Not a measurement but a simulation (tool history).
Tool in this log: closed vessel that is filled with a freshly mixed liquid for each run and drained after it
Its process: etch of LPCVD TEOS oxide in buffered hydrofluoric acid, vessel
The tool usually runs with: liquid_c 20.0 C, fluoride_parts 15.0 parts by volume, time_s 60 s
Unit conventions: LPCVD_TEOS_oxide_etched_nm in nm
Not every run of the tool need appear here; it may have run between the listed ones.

run   hour  liquid_c  fluoride_parts  time_s  wafers since the last listed run  hours since the thermometer was replaced  hours since the hydrofluoric acid flow meter was replaced  hours since the gauge calibration  read-back film thickness of the LPCVD TEOS oxide reference wafer, read on the same gauge (nm)  LPCVD_TEOS_oxide_etched_nm
  1    0.0      20.0            15.0      60                                 0                                     949.9                                                      218.2                               68.6                                                                                          79.97                       90.56
  2    9.5      20.0            15.0      60                              1316                                     959.4                                                      227.7                               78.1                                                                                          79.98                       89.99
  3   24.3      20.0            15.0      60                              2051                                     974.2                                                      242.5                               92.9                                                                                          80.04                       90.40
  4   31.5      20.0            15.0      60                               998                                     981.4                                                      249.7                              100.1                                                                                          80.01                       91.02
  5   47.5      20.0            15.0      60                              2217                                     997.4                                                      265.7                              116.1                                                                                          80.05                       89.67
  6   54.2      20.0            18.0      75                               928                                    1004.1                                                      272.4                              122.8                                                                                          79.98                       94.06
  7   68.2      20.0            15.0      60                              1940                                    1018.1                                                      286.4                              136.8                                                                                          80.03                       90.43
  8   78.7      20.0            15.0      60                              1455                                    1028.6                                                      296.9                              147.3                                                                                          80.01                       89.79
  9   87.6      20.0            18.0      60                              1233                                    1037.5                                                      305.8                              156.2                                                                                          80.02                       75.08
 10   94.3      20.0            18.0      60                               928                                    1044.2                                                      312.5                              162.9                                                                                          80.02                       74.50
 11  105.2      20.0            18.0      60                              1510                                    1055.1                                                      323.4                              173.8                                                                                          80.02                       75.21
 12  116.7      20.0            17.5      60                              1594                                    1066.6                                                      334.9                              185.3                                                                                          80.06                       76.31
     129.5  -- gauge calibrated
 13  130.4      20.0            19.5      60                              1898                                    1080.3                                                      348.6                                0.9                                                                                          79.96                       68.96
 14  137.1      23.5            15.0      60                               928                                    1087.0                                                      355.3                                7.6                                                                                          80.01                      108.93
     141.7  -- hydrofluoric acid flow meter replaced
 15  185.8      24.5            11.5      60                              6611                                    1135.7                                                       44.1                               56.3                                                                                          80.05                      147.94
 16  197.4      22.0             9.0      60                              1607                                    1147.3                                                       55.7                               67.9                                                                                          80.04                      157.77
 17  210.1      20.0            15.0      60                              1760                                    1160.0                                                       68.4                               80.6                                                                                          80.00                       88.67
 18  224.8      17.0             9.0      75                              2037                                    1174.7                                                       83.1                               95.3                                                                                          80.03                      149.08
 19  234.2      17.5            15.0      80                              1302                                    1184.1                                                       92.5                              104.7                                                                                          80.05                      102.21
     242.8  -- thermometer replaced
 20  243.3      17.0            17.0      50                              1122                                       0.5                                                      101.6                              113.8                                                                                          80.01                       61.73
 21  251.6      20.0            15.0      60                              1150                                       8.8                                                      109.9                              122.1                                                                                          80.04                       98.78
 22  258.8      21.5            15.0      60                               998                                      16.0                                                      117.1                              129.3                                                                                          80.02                      106.64
 23  294.8      20.0            10.0      60                              4990                                      52.0                                                      153.1                              165.3                                                                                          80.02                      147.04
 24  304.8      18.0            19.0      85                              1386                                      62.0                                                      163.1                              175.3                                                                                          80.00                       98.44
 25  320.1      18.5            15.0      60                              2120                                      77.3                                                      178.4                              190.6                                                                                          79.97                       90.37

For each entry between runs, how does the tool's hidden state at the last listed run before it compare with that at the first listed run after it?
Runs 12 to 13: gauge calibrated (hour 129.5)
  liquid colder than its thermometer reads (K): 1.81 -> 1.83
  difference, measured minus the result without the unlogged condition, LPCVD_TEOS_oxide_etched_nm: -8.20 -> -7.50 nm
Runs 14 to 15: hydrofluoric acid flow meter replaced (hour 141.7)
  liquid colder than its thermometer reads (K): 1.84 -> 1.91
  difference, measured minus the result without the unlogged condition, LPCVD_TEOS_oxide_etched_nm: -11.63 -> -16.30 nm
Runs 19 to 20: thermometer replaced (hour 242.8)
  liquid colder than its thermometer reads (K): 1.98 -> 0.0137
  difference, measured minus the result without the unlogged condition, LPCVD_TEOS_oxide_etched_nm: -12.30 -> -0.03 nm

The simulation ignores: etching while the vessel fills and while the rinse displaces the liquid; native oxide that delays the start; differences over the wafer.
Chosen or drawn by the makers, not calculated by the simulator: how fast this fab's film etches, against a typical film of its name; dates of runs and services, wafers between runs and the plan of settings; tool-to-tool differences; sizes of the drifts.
